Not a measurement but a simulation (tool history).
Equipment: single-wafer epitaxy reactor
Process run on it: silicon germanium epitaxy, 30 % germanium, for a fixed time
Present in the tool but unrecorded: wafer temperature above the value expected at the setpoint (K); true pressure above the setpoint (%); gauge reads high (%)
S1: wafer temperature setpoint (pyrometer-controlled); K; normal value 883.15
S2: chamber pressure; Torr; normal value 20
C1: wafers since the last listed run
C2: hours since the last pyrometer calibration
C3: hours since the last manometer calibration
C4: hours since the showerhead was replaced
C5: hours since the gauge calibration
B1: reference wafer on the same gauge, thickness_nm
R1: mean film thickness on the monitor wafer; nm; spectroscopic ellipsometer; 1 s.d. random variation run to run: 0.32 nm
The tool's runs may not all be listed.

run 1 hour=0 | S1=883.15 S2=20 | C1=0 C2=1343.5 C3=2210.8 C4=4447.3 C5=180.8 | B1=68.376 | R1=67.358
run 2 hour=14.7 | S1=883.15 S2=20 | C1=274 C2=1358.2 C3=2225.5 C4=4462 C5=195.5 | B1=68.387 | R1=67.501
run 3 hour=45.8 | S1=883.15 S2=20 | C1=580 C2=1389.3 C3=2256.6 C4=4493.1 C5=226.6 | B1=68.441 | R1=66.929
run 4 hour=53.1 | S1=883.15 S2=20 | C1=136 C2=1396.6 C3=2263.9 C4=4500.4 C5=233.9 | B1=68.43 | R1=66.793
run 5 hour=66.3 | S1=883.15 S2=20 | C1=246 C2=1409.8 C3=2277.1 C4=4513.6 C5=247.1 | B1=68.489 | R1=67.66
run 6 hour=75.9 | S1=883.15 S2=20 | C1=179 C2=1419.4 C3=2286.7 C4=4523.2 C5=256.7 | B1=68.471 | R1=66.717
run 7 hour=89.6 | S1=883.15 S2=20 | C1=255 C2=1433.1 C3=2300.4 C4=4536.9 C5=270.4 | B1=68.394 | R1=67.271
run 8 hour=115.2 | S1=883.15 S2=20 | C1=478 C2=1458.7 C3=2326 C4=4562.5 C5=296 | B1=68.391 | R1=66.997
run 9 hour=121.3 | S1=883.15 S2=20 | C1=113 C2=1464.8 C3=2332.1 C4=4568.6 C5=302.1 | B1=68.323 | R1=66.651
run 10 hour=135.2 | S1=883.15 S2=20 | C1=259 C2=1478.7 C3=2346 C4=4582.5 C5=316 | B1=68.385 | R1=66.82
run 11 hour=148.1 | S1=883.15 S2=20 | C1=240 C2=1491.6 C3=2358.9 C4=4595.4 C5=328.9 | B1=68.433 | R1=66.787
run 12 hour=158.6 | S1=883.15 S2=18.9 | C1=196 C2=1502.1 C3=2369.4 C4=4605.9 C5=339.4 | B1=68.413 | R1=64.825
run 13 hour=171.3 | S1=883.15 S2=20 | C1=237 C2=1514.8 C3=2382.1 C4=4618.6 C5=352.1 | B1=68.496 | R1=66.597
run 14 hour=184.6 | S1=883.15 S2=20 | C1=248 C2=1528.1 C3=2395.4 C4=4631.9 C5=365.4 | B1=68.465 | R1=66.584
-- hour=200.6 gauge calibrated
-- hour=204.1 capacitance manometer re-zeroed and calibrated
run 15 hour=213.1 | S1=883.15 S2=17.2 | C1=382 C2=1556.6 C3=9 C4=4660.4 C5=12.5 | B1=68.418 | R1=62.663
run 16 hour=224.5 | S1=874.15 S2=23.9 | C1=212 C2=1568 C3=20.4 C4=4671.8 C5=23.9 | B1=68.399 | R1=62.18
run 17 hour=236.8 | S1=874.15 S2=23.9 | C1=229 C2=1580.3 C3=32.7 C4=4684.1 C5=36.2 | B1=68.325 | R1=62.282
run 18 hour=242.9 | S1=883.15 S2=23.7 | C1=113 C2=1586.4 C3=38.8 C4=4690.2 C5=42.3 | B1=68.317 | R1=71.077
run 19 hour=259.2 | S1=876.15 S2=20 | C1=304 C2=1602.7 C3=55.1 C4=4706.5 C5=58.6 | B1=68.455 | R1=59.345
-- hour=272.7 showerhead replaced
-- hour=275 pyrometer calibrated
run 20 hour=307.8 | S1=879.15 S2=18.7 | C1=714 C2=32.8 C3=103.7 C4=35.1 C5=107.2 | B1=68.426 | R1=57.251
run 21 hour=327.6 | S1=883.15 S2=22.9 | C1=369 C2=52.6 C3=123.5 C4=54.9 C5=127 | B1=68.347 | R1=65.774
run 22 hour=336.1 | S1=883.15 S2=20 | C1=158 C2=61.1 C3=132 C4=63.4 C5=135.5 | B1=68.34 | R1=63.306
run 23 hour=346.1 | S1=871.15 S2=17.8 | C1=186 C2=71.1 C3=142 C4=73.4 C5=145.5 | B1=68.371 | R1=49.111
run 24 hour=359.1 | S1=883.15 S2=20 | C1=242 C2=84.1 C3=155 C4=86.4 C5=158.5 | B1=68.416 | R1=62.476
-- hour=375.4 pyrometer calibrated, repeated, since the last time left the tool worse
run 25 hour=375.9 | S1=883.15 S2=20 | C1=164 C2=0.5 C3=171.8 C4=103.2 C5=175.3 | B1=68.374 | R1=71.567
run 26 hour=388 | S1=871.15 S2=23.9 | C1=225 C2=12.6 C3=183.9 C4=115.3 C5=187.4 | B1=68.43 | R1=63.062
run 27 hour=394 | S1=875.15 S2=16.5 | C1=112 C2=18.6 C3=189.9 C4=121.3 C5=193.4 | B1=68.393 | R1=58.002
run 28 hour=409.5 | S1=883.15 S2=20 | C1=289 C2=34.1 C3=205.4 C4=136.8 C5=208.9 | B1=68.39 | R1=71.419
run 29 hour=416.3 | S1=875.15 S2=22.3 | C1=126 C2=40.9 C3=212.2 C4=143.6 C5=215.7 | B1=68.467 | R1=66.227
run 30 hour=430.1 | S1=868.15 S2=23.4 | C1=257 C2=54.7 C3=226 C4=157.4 C5=229.5 | B1=68.436 | R1=59.503
run 31 hour=441.4 | S1=883.15 S2=16.6 | C1=211 C2=66 C3=237.3 C4=168.7 C5=240.8 | B1=68.379 | R1=65.821
run 32 hour=448.7 | S1=877.15 S2=18.4 | C1=136 C2=73.3 C3=244.6 C4=176 C5=248.1 | B1=68.293 | R1=62.73
run 33 hour=462.6 | S1=869.15 S2=20 | C1=259 C2=87.2 C3=258.5 C4=189.9 C5=262 | B1=68.402 | R1=56.371
run 34 hour=471.2 | S1=897.15 S2=24.5 | C1=160 C2=95.8 C3=267.1 C4=198.5 C5=270.6 | B1=68.393 | R1=95.678
run 35 hour=483.5 | S1=876.15 S2=16.9 | C1=229 C2=108.1 C3=279.4 C4=210.8 C5=282.9 | B1=68.465 | R1=59.718
run 36 hour=492.3 | S1=883.15 S2=20 | C1=164 C2=116.9 C3=288.2 C4=219.6 C5=291.7 | B1=68.407 | R1=71.47

Hidden state at the last listed run before each entry between runs and at the first one after, where it differs:
After run 14, before run 15: gauge calibrated (hour 200.6); capacitance manometer re-zeroed and calibrated (hour 204.1)
  wafer temperature above the value expected at the setpoint (K): -3.99 -> -4.07
  measured result minus the result with no hidden state, R1: -4.329 -> -4.155 nm
After run 19, before run 20: showerhead replaced (hour 272.7); pyrometer calibrated (hour 275)
  wafer temperature above the value expected at the setpoint (K): -4.19 -> -7.62
  measured result minus the result with no hidden state, R1: -4.12 -> -7.407 nm
After run 24, before run 25: pyrometer calibrated, repeated, since the last time left the tool worse (hour 375.4)
  wafer temperature above the value expected at the setpoint (K): -7.76 -> 0.302
  measured result minus the result with no hidden state, R1: -8.172 -> +0.339 nm
